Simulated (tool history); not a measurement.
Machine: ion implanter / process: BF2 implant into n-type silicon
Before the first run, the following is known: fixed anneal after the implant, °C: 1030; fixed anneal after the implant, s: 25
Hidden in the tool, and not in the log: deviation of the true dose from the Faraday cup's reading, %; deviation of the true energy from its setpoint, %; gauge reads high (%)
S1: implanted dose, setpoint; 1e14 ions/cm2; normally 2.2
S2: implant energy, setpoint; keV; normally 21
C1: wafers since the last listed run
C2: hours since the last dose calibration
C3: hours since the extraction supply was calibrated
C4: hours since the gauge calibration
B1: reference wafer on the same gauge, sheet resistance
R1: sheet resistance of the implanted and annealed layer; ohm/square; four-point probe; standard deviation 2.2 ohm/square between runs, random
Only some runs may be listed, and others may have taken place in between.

run	hour	S1	S2	C1	C2	C3	C4	B1	R1
1	0	2.2	21	0	489.8	2237.1	232.8	512.77	468.46
2	21.2	2.2	21	407	511	2258.3	254	511.26	469.8
3	40.6	2.65	21	373	530.4	2277.7	273.4	511.99	403.45
4	69.5	2.44	21	556	559.3	2306.6	302.3	509.91	428.23
5	98.2	2.44	21	552	588	2335.3	331	510.77	431.49
6	123.4	2.44	21	484	613.2	2360.5	356.2	509.81	425.65
7	155.3	2.2	21	613	645.1	2392.4	388.1	508.1	465.73
# hour 174.3: gauge calibrated
8	250	2.2	21	1822	739.8	2487.1	75.7	517.42	470.53
9	272	2.2	21	423	761.8	2509.1	97.7	518.16	475.25
10	305.5	2.2	21	644	795.3	2542.6	131.2	515.66	472.03
11	348.5	2.2	21	827	838.3	2585.6	174.2	515.59	472.95
12	363	2.2	21	279	852.8	2600.1	188.7	516.51	467.92
13	396.5	2.53	21	644	886.3	2633.6	222.2	515.25	419.36
14	409.2	2.53	21	244	899	2646.3	234.9	514.92	416.51
15	434.6	2.53	21	488	924.4	2671.7	260.3	514.71	420.72
# hour 455.1: Faraday cup replaced and dose calibrated
16	470.2	2.2	21	531	15.1	2707.3	295.9	514.42	465.84
17	485.3	2.7	21	290	30.2	2722.4	311	513.79	395.21
18	510.6	2.2	26.5	486	55.5	2747.7	336.3	512.7	459.5
19	528	2.2	21	334	72.9	2765.1	353.7	512.05	468.06
20	547.9	2.85	21	382	92.8	2785	373.6	510.75	376.01
21	577.7	1.76	23.5	573	122.6	2814.8	403.4	509.75	557.85
# hour 593.1: gauge calibrated
22	603.6	2.2	21	498	148.5	2840.7	10.5	517.36	472.93
23	627	2.2	21	450	171.9	2864.1	33.9	516.51	471.44
24	654.2	2.2	21	523	199.1	2891.3	61.1	517.04	473.43
# hour 669.6: extraction supply calibrated
25	687	2	21	477	231.9	17.4	93.9	517.28	517.41
26	709.6	1.93	16	434	254.5	40	116.5	516.04	544.18
27	729.2	1.78	19	377	274.1	59.6	136.1	517.09	579.2
28	759.1	2.44	21	575	304	89.5	166	516.37	437.71
29	786	2.47	17.5	517	330.9	116.4	192.9	516.23	434.79
30	875.4	2.44	27	1720	420.3	205.8	282.3	513.6	417.85
31	894.2	2.2	15.5	361	439.1	224.6	301.1	513.6	486.26

5 options for the next run, each taken on its own from the tool as it stands now. Forecast them:
A	894.6	2.2	21	7	439.5	225	301.5	?	?
B	894.6	2.2	16	7	439.5	225	301.5	?	?
C	894.6	2.62	19	7	439.5	225	301.5	?	?
D	894.6	2.75	17.5	7	439.5	225	301.5	?	?
E	894.6	2.77	15.5	7	439.5	225	301.5	?	?

run	B1	R1
A	513.67	471.44
B	513.67	483.61
C	513.67	409.93
D	513.67	396.38
E	513.67	398.54
The same runs, with their run-to-run variation unchanged, on a tool lacking any hidden condition would have given:
run	R1
A	474.6
B	486.85
C	412.68
D	399.03
E	401.21
